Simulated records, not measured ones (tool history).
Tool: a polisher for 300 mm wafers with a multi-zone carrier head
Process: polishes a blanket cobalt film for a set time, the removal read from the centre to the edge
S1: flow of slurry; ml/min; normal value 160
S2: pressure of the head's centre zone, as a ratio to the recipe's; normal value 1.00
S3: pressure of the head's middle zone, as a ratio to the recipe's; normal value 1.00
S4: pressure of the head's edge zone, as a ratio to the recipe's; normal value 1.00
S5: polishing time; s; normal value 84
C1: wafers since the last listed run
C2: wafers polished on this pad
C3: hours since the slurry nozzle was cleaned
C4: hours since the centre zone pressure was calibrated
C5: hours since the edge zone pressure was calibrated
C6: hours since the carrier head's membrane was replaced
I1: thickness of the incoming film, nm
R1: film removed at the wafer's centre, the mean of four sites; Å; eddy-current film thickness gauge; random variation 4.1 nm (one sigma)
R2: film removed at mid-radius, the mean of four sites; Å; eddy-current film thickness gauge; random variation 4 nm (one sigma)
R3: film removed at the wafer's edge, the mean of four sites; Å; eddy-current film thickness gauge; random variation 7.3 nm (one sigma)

run 1 day=0.000 | S1=130 S2=1.00 S3=1.00 S4=1.00 S5=84 | C1=0 C2=2356 C3=206.1 C4=142.0 C5=121.6 C6=164.5 | I1=1425.6 | R1=4633 R2=4638 R3=4768
-- day=2.217 worn pad replaced by a new one
run 2 day=2.567 | S1=115 S2=1.00 S3=1.00 S4=1.00 S5=84 | C1=389 C2=57 C3=267.7 C4=203.6 C5=183.2 C6=226.1 | I1=1466.5 | R1=4515 R2=4472 R3=4556
run 3 day=5.238 | S1=115 S2=1.00 S3=1.00 S4=1.00 S5=84 | C1=433 C2=490 C3=331.8 C4=267.7 C5=247.3 C6=290.2 | I1=1441.3 | R1=4489 R2=4468 R3=4450
run 4 day=6.550 | S1=160 S2=1.00 S3=1.00 S4=1.00 S5=84 | C1=212 C2=703 C3=363.3 C4=299.2 C5=278.8 C6=321.7 | I1=1446.7 | R1=4833 R2=4736 R3=4726
run 5 day=8.808 | S1=160 S2=1.00 S3=1.00 S4=1.00 S5=84 | C1=366 C2=1069 C3=417.5 C4=353.4 C5=333.0 C6=375.9 | I1=1460.6 | R1=4773 R2=4714 R3=4777
-- day=11.446 slurry nozzle cleaned
run 6 day=11.692 | S1=160 S2=1.00 S3=0.96 S4=1.00 S5=84 | C1=460 C2=1530 C3=5.9 C4=422.6 C5=402.2 C6=445.1 | I1=1476.1 | R1=4920 R2=4720 R3=4876
run 7 day=13.029 | S1=160 S2=0.97 S3=1.00 S4=1.00 S5=84 | C1=216 C2=1747 C3=38.0 C4=454.7 C5=434.3 C6=477.2 | I1=1438.3 | R1=4850 R2=4847 R3=4919
-- day=14.192 centre zone pressure recalibrated
-- day=14.662 edge zone pressure recalibrated
run 8 day=14.904 | S1=160 S2=1.00 S3=1.00 S4=1.00 S5=84 | C1=277 C2=2024 C3=83.0 C4=17.1 C5=5.8 C6=522.2 | I1=1443.4 | R1=4887 R2=4846 R3=4881
run 9 day=17.025 | S1=160 S2=1.00 S3=1.00 S4=1.00 S5=84 | C1=344 C2=2368 C3=133.9 C4=68.0 C5=56.7 C6=573.1 | I1=1461.0 | R1=4913 R2=4769 R3=4776
-- day=19.367 worn pad replaced by a new one
run 10 day=19.388 | S1=175 S2=1.00 S3=1.00 S4=1.00 S5=84 | C1=356 C2=3 C3=190.6 C4=124.7 C5=113.4 C6=629.8 | I1=1475.3 | R1=4965 R2=4856 R3=4774
-- day=21.183 carrier head's membrane replaced by a new one
run 11 day=21.238 | S1=160 S2=1.00 S3=1.12 S4=1.00 S5=84 | C1=266 C2=269 C3=235.0 C4=169.1 C5=157.8 C6=1.3 | I1=1447.5 | R1=4782 R2=5213 R3=4790
run 12 day=23.946 | S1=135 S2=1.00 S3=1.00 S4=1.00 S5=84 | C1=439 C2=708 C3=300.0 C4=234.1 C5=222.8 C6=66.3 | I1=1440.1 | R1=4634 R2=4618 R3=4695
run 13 day=26.525 | S1=210 S2=0.90 S3=1.00 S4=1.00 S5=84 | C1=418 C2=1127 C3=361.9 C4=296.0 C5=284.7 C6=128.2 | I1=1462.2 | R1=4589 R2=4905 R3=4930
run 14 day=27.971 | S1=180 S2=1.00 S3=1.10 S4=1.00 S5=84 | C1=234 C2=1361 C3=396.6 C4=330.7 C5=319.4 C6=162.9 | I1=1456.2 | R1=4903 R2=5211 R3=5051
run 15 day=30.067 | S1=160 S2=1.00 S3=1.00 S4=1.00 S5=84 | C1=339 C2=1701 C3=446.9 C4=381.0 C5=369.7 C6=213.2 | I1=1444.0 | R1=4815 R2=4705 R3=4715
-- day=32.496 worn pad replaced by a new one
run 16 day=32.646 | S1=160 S2=1.00 S3=1.00 S4=1.00 S5=67 | C1=391 C2=24 C3=508.8 C4=442.9 C5=431.6 C6=275.1 | I1=1436.8 | R1=3865 R2=3782 R3=3920
-- day=32.800 slurry nozzle cleaned
-- day=33.025 edge zone pressure recalibrated
run 17 day=33.929 | S1=160 S2=0.92 S3=1.00 S4=1.06 S5=84 | C1=187 C2=211 C3=27.1 C4=473.7 C5=21.7 C6=305.9 | I1=1447.0 | R1=4558 R2=4887 R3=5030
run 18 day=35.658 | S1=175 S2=1.00 S3=1.04 S4=1.00 S5=76 | C1=280 C2=492 C3=68.6 C4=515.2 C5=63.2 C6=347.4 | I1=1424.3 | R1=4546 R2=4595 R3=4425
-- day=36.750 centre zone pressure recalibrated
run 19 day=36.771 | S1=160 S2=1.00 S3=0.92 S4=1.00 S5=71 | C1=166 C2=659 C3=95.3 C4=0.5 C5=89.9 C6=374.1 | I1=1434.2 | R1=4124 R2=3784 R3=4165
run 20 day=38.208 | S1=160 S2=0.94 S3=1.05 S4=0.91 S5=84 | C1=233 C2=892 C3=129.8 C4=35.0 C5=124.4 C6=408.6 | I1=1434.7 | R1=4640 R2=5065 R3=4537
run 21 day=39.742 | S1=160 S2=0.90 S3=1.00 S4=1.00 S5=84 | C1=248 C2=1141 C3=166.6 C4=71.8 C5=161.2 C6=445.4 | I1=1455.4 | R1=4412 R2=4803 R3=4905
run 22 day=41.846 | S1=160 S2=1.00 S3=1.00 S4=1.00 S5=84 | C1=341 C2=1482 C3=217.1 C4=122.3 C5=211.7 C6=495.9 | I1=1444.5 | R1=4825 R2=4811 R3=4743
run 23 day=43.475 | S1=160 S2=1.00 S3=1.00 S4=1.00 S5=84 | C1=264 C2=1746 C3=256.2 C4=161.4 C5=250.8 C6=535.0 | I1=1466.7 | R1=4877 R2=4795 R3=4804

3 options for the next run, each taken on its own from the tool as it stands now. Forecast them:
run A day=43.496 | S1=160 S2=1.00 S3=1.00 S4=1.00 S5=84 | C1=3 C2=1750 C3=256.7 C4=161.9 C5=251.3 C6=535.5 | I1=1451.3 | R1=? R2=? R3=?
run B day=43.496 | S1=160 S2=0.92 S3=1.00 S4=1.00 S5=84 | C1=3 C2=1750 C3=256.7 C4=161.9 C5=251.3 C6=535.5 | I1=1451.3 | R1=? R2=? R3=?
run C day=43.496 | S1=160 S2=1.00 S3=1.00 S4=1.00 S5=68 | C1=3 C2=1750 C3=256.7 C4=161.9 C5=251.3 C6=535.5 | I1=1451.3 | R1=? R2=? R3=?

run=A R1=4795 R2=4770 R3=4748
run=B R1=4444 R2=4771 R3=4748
run=C R1=3882 R2=3861 R3=3843
With the hidden condition removed and each run's random variation left untouched, the same runs would have given:
run=A R1=4938 R2=4895 R3=4837
run=B R1=4577 R2=4897 R3=4837
run=C R1=3998 R2=3962 R3=3915
